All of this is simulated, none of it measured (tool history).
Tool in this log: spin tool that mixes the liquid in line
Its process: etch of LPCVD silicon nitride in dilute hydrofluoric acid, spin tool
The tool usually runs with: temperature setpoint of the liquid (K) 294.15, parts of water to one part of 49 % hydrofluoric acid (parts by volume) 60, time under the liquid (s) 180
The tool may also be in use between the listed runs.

| run | hour | temperature setpoint of the liquid (K) | parts of water to one part of 49 % hydrofluoric acid (parts by volume) | time under the liquid (s) | read-back film thickness of the LPCVD silicon nitride reference wafer, read on the same gauge (nm) | thickness taken off the LPCVD silicon nitride on a monitor wafer (nm) |
|---|---|---|---|---|---|---|
| 1 | 0 | 294.15 | 80 | 180 | 157.173 | 0.853 |
| 2 | 38.5 | 294.15 | 60 | 180 | 157.418 | 1.137 |
| 3 | 92 | 290.65 | 60 | 180 | 157.751 | 0.874 |
| 4 | 197.9 | 294.15 | 60 | 180 | 158.377 | 1.113 |
| 5 | 277.8 | 294.15 | 60 | 180 | 158.832 | 1.115 |
| 6 | 314.2 | 294.15 | 50 | 130 | 159.057 | 0.953 |
|  | 367.2 | hydrofluoric acid flow meter replaced |
| 7 | 367.7 | 294.15 | 50 | 130 | 159.389 | 0.978 |
| 8 | 461.6 | 294.15 | 50 | 130 | 159.966 | 0.979 |
|  | 651.3 | thermometer replaced |
| 9 | 732 | 294.15 | 60 | 180 | 161.59 | 1.151 |
| 10 | 775 | 294.15 | 60 | 180 | 161.85 | 1.178 |
| 11 | 823.2 | 293.15 | 60 | 180 | 162.144 | 1.101 |
| 12 | 860.8 | 294.15 | 70 | 285 | 162.358 | 1.504 |
| 13 | 966.1 | 290.15 | 75 | 250 | 162.991 | 0.987 |
| 14 | 1071.1 | 294.15 | 60 | 180 | 163.615 | 1.147 |
| 15 | 1111.2 | 294.15 | 45 | 85 | 163.852 | 0.731 |
| 16 | 1217.4 | 294.15 | 85 | 180 | 164.464 | 0.817 |
| 17 | 1255.6 | 290.65 | 60 | 180 | 164.726 | 0.954 |
| 18 | 1298.6 | 291.15 | 70 | 150 | 164.966 | 0.683 |
|  | 1375.7 | hydrofluoric acid flow meter replaced |
| 19 | 1404.9 | 294.15 | 40 | 180 | 165.592 | 1.749 |
| 20 | 1456.2 | 294.15 | 60 | 180 | 165.907 | 1.185 |
| 21 | 1555.2 | 294.15 | 45 | 85 | 166.507 | 0.726 |
| 22 | 1599.4 | 298.15 | 45 | 130 | 166.772 | 1.436 |
|  | 1669.5 | gauge calibrated |
| 23 | 1672.5 | 292.65 | 70 | 230 | 150.048 | 1.03 |
| 24 | 1732.1 | 296.65 | 60 | 180 | 150.394 | 1.28 |
| 25 | 1823.2 | 294.15 | 60 | 180 | 150.945 | 1.064 |
| 26 | 1873.2 | 294.15 | 80 | 250 | 151.249 | 1.124 |
| 27 | 1933 | 290.65 | 45 | 240 | 151.605 | 1.436 |
| 28 | 1999.1 | 290.15 | 35 | 125 | 151.984 | 0.961 |
|  | 2189.2 | thermometer replaced |
|  | 2282.3 | hydrofluoric acid flow meter replaced |
| 29 | 2311.7 | 290.15 | 60 | 135 | 153.86 | 0.608 |
| 30 | 2399.9 | 294.15 | 60 | 180 | 154.381 | 1.042 |
| 31 | 2478.1 | 294.15 | 60 | 180 | 154.872 | 1.139 |
| 32 | 2527.1 | 294.15 | 60 | 100 | 155.164 | 0.635 |
| 33 | 2582 | 290.65 | 45 | 180 | 155.476 | 1.203 |

Had the tool no unlogged condition, and each run kept its random variation, what would the results have been?
Hidden state present: liquid hotter than its thermometer reads (K); hydrofluoric acid flow above the setpoint (%); gauge reads high (%).
| run | thickness taken off the LPCVD silicon nitride on a monitor wafer (nm) |
|---|---|
| 1 | 0.814 |
| 2 | 1.083 |
| 3 | 0.831 |
| 4 | 1.055 |
| 5 | 1.053 |
| 6 | 0.899 |
| 7 | 0.921 |
| 8 | 0.918 |
| 9 | 1.068 |
| 10 | 1.092 |
| 11 | 1.019 |
| 12 | 1.389 |
| 13 | 0.908 |
| 14 | 1.052 |
| 15 | 0.669 |
| 16 | 0.745 |
| 17 | 0.868 |
| 18 | 0.621 |
| 19 | 1.584 |
| 20 | 1.072 |
| 21 | 0.654 |
| 22 | 1.292 |
| 23 | 1.03 |
| 24 | 1.277 |
| 25 | 1.057 |
| 26 | 1.115 |
| 27 | 1.421 |
| 28 | 0.949 |
| 29 | 0.593 |
| 30 | 1.012 |
| 31 | 1.103 |
| 32 | 0.614 |
| 33 | 1.161 |
